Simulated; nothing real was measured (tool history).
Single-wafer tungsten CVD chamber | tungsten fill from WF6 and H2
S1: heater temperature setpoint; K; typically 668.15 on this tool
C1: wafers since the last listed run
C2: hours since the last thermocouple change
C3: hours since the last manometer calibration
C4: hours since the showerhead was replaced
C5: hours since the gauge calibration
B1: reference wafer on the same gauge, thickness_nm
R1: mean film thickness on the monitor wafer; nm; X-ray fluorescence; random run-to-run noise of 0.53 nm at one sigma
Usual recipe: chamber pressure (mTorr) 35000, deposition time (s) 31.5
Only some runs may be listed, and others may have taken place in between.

run 1 hour=0.0 | S1=668.15 chamber_pressure_(mTorr)=40800 deposition_time_(s)=31.5 | C1=0 C2=1499.5 C3=2800.5 C4=4336.7 C5=2126.3 | B1=107.161 | R1=101.020
-- hour=36.3 thermocouple changed; heater temperature recalibrated
run 2 hour=36.8 | S1=668.15 chamber_pressure_(mTorr)=35000 deposition_time_(s)=31.5 | C1=444 C2=0.5 C3=2837.3 C4=4373.5 C5=2163.1 | B1=107.348 | R1=94.446
-- hour=61.8 capacitance manometer re-zeroed and calibrated
run 3 hour=82.3 | S1=668.15 chamber_pressure_(mTorr)=35000 deposition_time_(s)=31.5 | C1=578 C2=46.0 C3=20.5 C4=4419.0 C5=2208.6 | B1=107.473 | R1=95.298
run 4 hour=140.0 | S1=668.15 chamber_pressure_(mTorr)=35000 deposition_time_(s)=31.5 | C1=889 C2=103.7 C3=78.2 C4=4476.7 C5=2266.3 | B1=107.353 | R1=94.407
run 5 hour=209.5 | S1=668.15 chamber_pressure_(mTorr)=35000 deposition_time_(s)=31.5 | C1=1071 C2=173.2 C3=147.7 C4=4546.2 C5=2335.8 | B1=107.102 | R1=94.832
run 6 hour=280.5 | S1=668.15 chamber_pressure_(mTorr)=35000 deposition_time_(s)=27.7 | C1=1094 C2=244.2 C3=218.7 C4=4617.2 C5=2406.8 | B1=107.217 | R1=81.901
run 7 hour=337.4 | S1=668.15 chamber_pressure_(mTorr)=35000 deposition_time_(s)=27.7 | C1=877 C2=301.1 C3=275.6 C4=4674.1 C5=2463.7 | B1=107.096 | R1=82.913
run 8 hour=377.8 | S1=668.15 chamber_pressure_(mTorr)=35000 deposition_time_(s)=27.7 | C1=622 C2=341.5 C3=316.0 C4=4714.5 C5=2504.1 | B1=107.285 | R1=82.682
run 9 hour=403.2 | S1=668.15 chamber_pressure_(mTorr)=35000 deposition_time_(s)=31.5 | C1=391 C2=366.9 C3=341.4 C4=4739.9 C5=2529.5 | B1=107.352 | R1=94.330
run 10 hour=427.2 | S1=668.15 chamber_pressure_(mTorr)=35000 deposition_time_(s)=31.5 | C1=370 C2=390.9 C3=365.4 C4=4763.9 C5=2553.5 | B1=107.235 | R1=94.351
-- hour=436.9 showerhead replaced
run 11 hour=473.6 | S1=668.15 chamber_pressure_(mTorr)=35000 deposition_time_(s)=31.5 | C1=592 C2=437.3 C3=411.8 C4=36.7 C5=2599.9 | B1=107.209 | R1=93.485
run 12 hour=510.9 | S1=682.15 chamber_pressure_(mTorr)=28100 deposition_time_(s)=29.0 | C1=575 C2=474.6 C3=449.1 C4=74.0 C5=2637.2 | B1=107.450 | R1=101.501
run 13 hour=545.1 | S1=664.15 chamber_pressure_(mTorr)=35000 deposition_time_(s)=29.5 | C1=527 C2=508.8 C3=483.3 C4=108.2 C5=2671.4 | B1=107.096 | R1=81.630
run 14 hour=587.7 | S1=656.15 chamber_pressure_(mTorr)=39500 deposition_time_(s)=27.2 | C1=656 C2=551.4 C3=525.9 C4=150.8 C5=2714.0 | B1=107.270 | R1=67.182
run 15 hour=654.9 | S1=668.15 chamber_pressure_(mTorr)=35000 deposition_time_(s)=31.5 | C1=1036 C2=618.6 C3=593.1 C4=218.0 C5=2781.2 | B1=107.486 | R1=93.462
-- hour=684.2 gauge calibrated
run 16 hour=708.9 | S1=668.15 chamber_pressure_(mTorr)=35000 deposition_time_(s)=26.8 | C1=832 C2=672.6 C3=647.1 C4=272.0 C5=24.7 | B1=107.369 | R1=80.429
run 17 hour=774.0 | S1=668.15 chamber_pressure_(mTorr)=35000 deposition_time_(s)=31.5 | C1=1003 C2=737.7 C3=712.2 C4=337.1 C5=89.8 | B1=107.140 | R1=94.388
run 18 hour=798.3 | S1=668.15 chamber_pressure_(mTorr)=32700 deposition_time_(s)=31.5 | C1=374 C2=762.0 C3=736.5 C4=361.4 C5=114.1 | B1=107.294 | R1=90.692
run 19 hour=834.7 | S1=668.15 chamber_pressure_(mTorr)=35000 deposition_time_(s)=31.5 | C1=561 C2=798.4 C3=772.9 C4=397.8 C5=150.5 | B1=107.354 | R1=94.410
run 20 hour=859.7 | S1=657.15 chamber_pressure_(mTorr)=35000 deposition_time_(s)=31.5 | C1=385 C2=823.4 C3=797.9 C4=422.8 C5=175.5 | B1=107.371 | R1=73.737
run 21 hour=908.6 | S1=668.15 chamber_pressure_(mTorr)=35000 deposition_time_(s)=31.5 | C1=753 C2=872.3 C3=846.8 C4=471.7 C5=224.4 | B1=107.332 | R1=94.163
run 22 hour=937.4 | S1=682.15 chamber_pressure_(mTorr)=35000 deposition_time_(s)=31.5 | C1=444 C2=901.1 C3=875.6 C4=500.5 C5=253.2 | B1=107.171 | R1=124.444
run 23 hour=1000.6 | S1=681.15 chamber_pressure_(mTorr)=35000 deposition_time_(s)=26.0 | C1=974 C2=964.3 C3=938.8 C4=563.7 C5=316.4 | B1=107.258 | R1=101.681
run 24 hour=1059.4 | S1=659.15 chamber_pressure_(mTorr)=35000 deposition_time_(s)=29.4 | C1=906 C2=1023.1 C3=997.6 C4=622.5 C5=375.2 | B1=107.251 | R1=72.275
run 25 hour=1127.2 | S1=682.15 chamber_pressure_(mTorr)=35000 deposition_time_(s)=27.8 | C1=1045 C2=1090.9 C3=1065.4 C4=690.3 C5=443.0 | B1=107.348 | R1=110.759
run 26 hour=1255.2 | S1=668.15 chamber_pressure_(mTorr)=35000 deposition_time_(s)=31.5 | C1=1973 C2=1218.9 C3=1193.4 C4=818.3 C5=571.0 | B1=107.078 | R1=94.075
-- hour=1317.3 thermocouple changed; heater temperature recalibrated
run 27 hour=1317.8 | S1=668.15 chamber_pressure_(mTorr)=27000 deposition_time_(s)=28.8 | C1=841 C2=0.5 C3=1256.0 C4=880.9 C5=633.6 | B1=107.522 | R1=75.067
run 28 hour=1384.9 | S1=668.15 chamber_pressure_(mTorr)=32300 deposition_time_(s)=37.7 | C1=1034 C2=67.6 C3=1323.1 C4=948.0 C5=700.7 | B1=107.292 | R1=107.892
run 29 hour=1455.5 | S1=668.15 chamber_pressure_(mTorr)=33100 deposition_time_(s)=31.5 | C1=1088 C2=138.2 C3=1393.7 C4=1018.6 C5=771.3 | B1=107.500 | R1=91.262
run 30 hour=1489.4 | S1=668.15 chamber_pressure_(mTorr)=35000 deposition_time_(s)=28.0 | C1=522 C2=172.1 C3=1427.6 C4=1052.5 C5=805.2 | B1=107.270 | R1=83.645
run 31 hour=1527.4 | S1=668.15 chamber_pressure_(mTorr)=35000 deposition_time_(s)=31.5 | C1=585 C2=210.1 C3=1465.6 C4=1090.5 C5=843.2 | B1=107.291 | R1=93.998
run 32 hour=1573.9 | S1=668.15 chamber_pressure_(mTorr)=26400 deposition_time_(s)=31.5 | C1=716 C2=256.6 C3=1512.1 C4=1137.0 C5=889.7 | B1=107.281 | R1=80.585
run 33 hour=1622.8 | S1=668.15 chamber_pressure_(mTorr)=35000 deposition_time_(s)=31.5 | C1=753 C2=305.5 C3=1561.0 C4=1185.9 C5=938.6 | B1=107.160 | R1=93.830
run 34 hour=1683.1 | S1=678.15 chamber_pressure_(mTorr)=37200 deposition_time_(s)=34.3 | C1=929 C2=365.8 C3=1621.3 C4=1246.2 C5=998.9 | B1=107.204 | R1=131.385
run 35 hour=1727.9 | S1=672.15 chamber_pressure_(mTorr)=35000 deposition_time_(s)=31.5 | C1=690 C2=410.6 C3=1666.1 C4=1291.0 C5=1043.7 | B1=107.296 | R1=102.342

Below are 3 alternative next runs, each starting from the tool's condition after run 35. Predict each:
run A hour=1728.3 | S1=668.15 chamber_pressure_(mTorr)=42900 deposition_time_(s)=31.5 | C1=6 C2=411.0 C3=1666.5 C4=1291.4 C5=1044.1 | B1=? | R1=?
run B hour=1728.3 | S1=668.15 chamber_pressure_(mTorr)=41200 deposition_time_(s)=35.8 | C1=6 C2=411.0 C3=1666.5 C4=1291.4 C5=1044.1 | B1=? | R1=?
run C hour=1728.3 | S1=681.15 chamber_pressure_(mTorr)=39600 deposition_time_(s)=25.3 | C1=6 C2=411.0 C3=1666.5 C4=1291.4 C5=1044.1 | B1=? | R1=?

run=A B1=107.136 R1=106.356
run=B B1=107.136 R1=118.427
run=C B1=107.136 R1=106.839
Without the tool's hidden state the same runs would have given:
run=A R1=106.356
run=B R1=118.427
run=C R1=106.839
